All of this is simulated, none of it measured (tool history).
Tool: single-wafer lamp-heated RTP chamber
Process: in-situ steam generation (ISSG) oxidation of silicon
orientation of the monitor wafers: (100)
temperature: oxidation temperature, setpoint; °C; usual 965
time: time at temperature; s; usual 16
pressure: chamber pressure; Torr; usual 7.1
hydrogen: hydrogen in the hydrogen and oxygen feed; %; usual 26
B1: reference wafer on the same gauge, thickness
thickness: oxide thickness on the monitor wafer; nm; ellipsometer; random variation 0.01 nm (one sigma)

Run 1, hour 0.0: usual settings; B1 4.391. Result: thickness 4.588 nm.
Run 2, hour 20.2: usual settings; B1 4.393. Result: thickness 4.600 nm.
Run 3, hour 34.0: usual settings; B1 4.393. Result: thickness 4.626 nm.
Run 4, hour 55.3: usual settings; B1 4.389. Result: thickness 4.648 nm.
At hour 71.1: pyrometer window cleaned and pyrometer calibrated.
Run 5, hour 71.6: usual settings; B1 4.391. Result: thickness 4.496 nm.
Run 6, hour 105.5: usual settings; B1 4.391. Result: thickness 4.498 nm.
Run 7, hour 120.2: usual settings; B1 4.388. Result: thickness 4.502 nm.
Run 8, hour 143.9: usual settings; B1 4.388. Result: thickness 4.510 nm.
Run 9, hour 190.0: usual settings; B1 4.388. Result: thickness 4.510 nm.
Run 10, hour 216.8: usual settings; B1 4.393. Result: thickness 4.518 nm.

Forecast run 11:
Run 11, hour 252.6: usual settings but time 18 s, pressure 8.5 Torr, hydrogen 32 %; B1 ?. Result: thickness ?.

Run 11 gave B1 4.392, thickness 4.980 nm.
Without the tool's hidden state the same run would have given thickness 4.939 nm.
